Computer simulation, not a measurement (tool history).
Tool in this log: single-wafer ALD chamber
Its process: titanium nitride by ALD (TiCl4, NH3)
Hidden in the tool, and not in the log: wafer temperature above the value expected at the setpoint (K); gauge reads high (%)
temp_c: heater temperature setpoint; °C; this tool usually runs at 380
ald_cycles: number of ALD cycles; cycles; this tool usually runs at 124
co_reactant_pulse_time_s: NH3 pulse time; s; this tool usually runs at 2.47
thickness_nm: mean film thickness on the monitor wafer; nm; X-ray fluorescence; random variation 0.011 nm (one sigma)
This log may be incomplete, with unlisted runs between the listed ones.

| run | hour | temp_c | ald_cycles | co_reactant_pulse_time_s | wafers since the last listed run | hours since the last thermocouple change | hours since the showerhead was replaced | hours since the gauge calibration | read-back reference wafer on the same gauge, thickness_nm | thickness_nm |
|---|---|---|---|---|---|---|---|---|---|---|
| 1 | 0.0 | 389 | 124 | 2.47 | 0 | 1167.3 | 3688.1 | 1139.5 | 2.469 | 2.669 |
| 2 | 84.1 | 389 | 124 | 2.47 | 218 | 1251.4 | 3772.2 | 1223.6 | 2.468 | 2.687 |
| 3 | 162.8 | 380 | 124 | 2.47 | 204 | 1330.1 | 3850.9 | 1302.3 | 2.468 | 2.670 |
| 4 | 229.7 | 380 | 124 | 2.47 | 174 | 1397.0 | 3917.8 | 1369.2 | 2.473 | 2.665 |
| 5 | 314.5 | 380 | 124 | 2.47 | 220 | 1481.8 | 4002.6 | 1454.0 | 2.468 | 2.664 |
| 6 | 354.1 | 391 | 124 | 2.47 | 103 | 1521.4 | 4042.2 | 1493.6 | 2.471 | 2.679 |
| 7 | 393.0 | 391 | 124 | 2.47 | 101 | 1560.3 | 4081.1 | 1532.5 | 2.471 | 2.705 |
| 8 | 484.4 | 380 | 124 | 2.47 | 237 | 1651.7 | 4172.5 | 1623.9 | 2.472 | 2.667 |
| 9 | 532.7 | 380 | 124 | 2.20 | 125 | 1700.0 | 4220.8 | 1672.2 | 2.471 | 2.648 |
| 10 | 614.7 | 380 | 124 | 2.20 | 213 | 1782.0 | 4302.8 | 1754.2 | 2.472 | 2.659 |
| 11 | 686.0 | 380 | 124 | 3.12 | 185 | 1853.3 | 4374.1 | 1825.5 | 2.465 | 2.685 |
| 12 | 750.6 | 380 | 124 | 3.12 | 168 | 1917.9 | 4438.7 | 1890.1 | 2.469 | 2.692 |
| 13 | 811.2 | 380 | 124 | 2.47 | 157 | 1978.5 | 4499.3 | 1950.7 | 2.468 | 2.663 |
| 14 | 913.6 | 380 | 124 | 2.47 | 266 | 2080.9 | 4601.7 | 2053.1 | 2.469 | 2.667 |
| 15 | 970.0 | 380 | 124 | 2.47 | 146 | 2137.3 | 4658.1 | 2109.5 | 2.467 | 2.641 |
| 16 | 1027.5 | 380 | 124 | 2.47 | 149 | 2194.8 | 4715.6 | 2167.0 | 2.471 | 2.664 |
| 17 | 1102.7 | 380 | 124 | 2.47 | 195 | 2270.0 | 4790.8 | 2242.2 | 2.469 | 2.667 |
| 18 | 1152.6 | 380 | 124 | 2.47 | 129 | 2319.9 | 4840.7 | 2292.1 | 2.470 | 2.681 |
| 19 | 1215.2 | 380 | 124 | 2.47 | 162 | 2382.5 | 4903.3 | 2354.7 | 2.473 | 2.641 |
| 20 | 1299.1 | 374 | 111 | 3.18 | 218 | 2466.4 | 4987.2 | 2438.6 | 2.467 | 2.399 |
|  | 1310.1 | showerhead replaced |
| 21 | 1382.3 | 380 | 124 | 2.18 | 195 | 2549.6 | 72.2 | 2521.8 | 2.469 | 2.657 |
| 22 | 1471.6 | 390 | 148 | 3.13 | 232 | 2638.9 | 161.5 | 2611.1 | 2.469 | 3.221 |
| 23 | 1560.0 | 366 | 124 | 2.47 | 230 | 2727.3 | 249.9 | 2699.5 | 2.465 | 2.602 |
| 24 | 1651.1 | 374 | 124 | 2.47 | 237 | 2818.4 | 341.0 | 2790.6 | 2.469 | 2.640 |
|  | 1663.9 | gauge calibrated |
| 25 | 1690.2 | 380 | 117 | 2.47 | 101 | 2857.5 | 380.1 | 26.3 | 2.469 | 2.526 |
| 26 | 1761.4 | 385 | 142 | 1.53 | 185 | 2928.7 | 451.3 | 97.5 | 2.471 | 2.996 |
| 27 | 1861.6 | 394 | 124 | 2.91 | 260 | 3028.9 | 551.5 | 197.7 | 2.470 | 2.712 |
| 28 | 1927.9 | 380 | 124 | 2.47 | 172 | 3095.2 | 617.8 | 264.0 | 2.469 | 2.657 |
| 29 | 2020.8 | 392 | 118 | 2.85 | 241 | 3188.1 | 710.7 | 356.9 | 2.471 | 2.569 |
|  | 2044.2 | thermocouple changed; heater temperature recalibrated |
| 30 | 2093.1 | 387 | 99 | 2.97 | 167 | 48.9 | 783.0 | 429.2 | 2.471 | 2.156 |
| 31 | 2177.3 | 392 | 112 | 1.93 | 219 | 133.1 | 867.2 | 513.4 | 2.468 | 2.410 |
| 32 | 2236.8 | 370 | 124 | 2.47 | 154 | 192.6 | 926.7 | 572.9 | 2.468 | 2.640 |
| 33 | 2321.5 | 380 | 124 | 2.47 | 220 | 277.3 | 1011.4 | 657.6 | 2.470 | 2.664 |
| 34 | 2373.1 | 367 | 144 | 3.36 | 134 | 328.9 | 1063.0 | 709.2 | 2.472 | 3.068 |
| 35 | 2419.0 | 380 | 144 | 2.94 | 119 | 374.8 | 1108.9 | 755.1 | 2.475 | 3.113 |
| 36 | 2496.2 | 373 | 145 | 3.32 | 201 | 452.0 | 1186.1 | 832.3 | 2.467 | 3.140 |
| 37 | 2557.1 | 380 | 124 | 2.47 | 158 | 512.9 | 1247.0 | 893.2 | 2.472 | 2.652 |
| 38 | 2615.4 | 374 | 124 | 2.47 | 151 | 571.2 | 1305.3 | 951.5 | 2.471 | 2.657 |
| 39 | 2653.8 | 380 | 139 | 3.25 | 99 | 609.6 | 1343.7 | 989.9 | 2.473 | 3.001 |

How the hidden state differs across the entries between the runs, from the last listed run before each to the first after it:
From run 20 to run 21: showerhead replaced (hour 1310.1)
  both runs share identical hidden conditions
From run 24 to run 25: gauge calibrated (hour 1663.9)
  both runs share identical hidden conditions
From run 29 to run 30: thermocouple changed; heater temperature recalibrated (hour 2044.2)
  both runs share identical hidden conditions
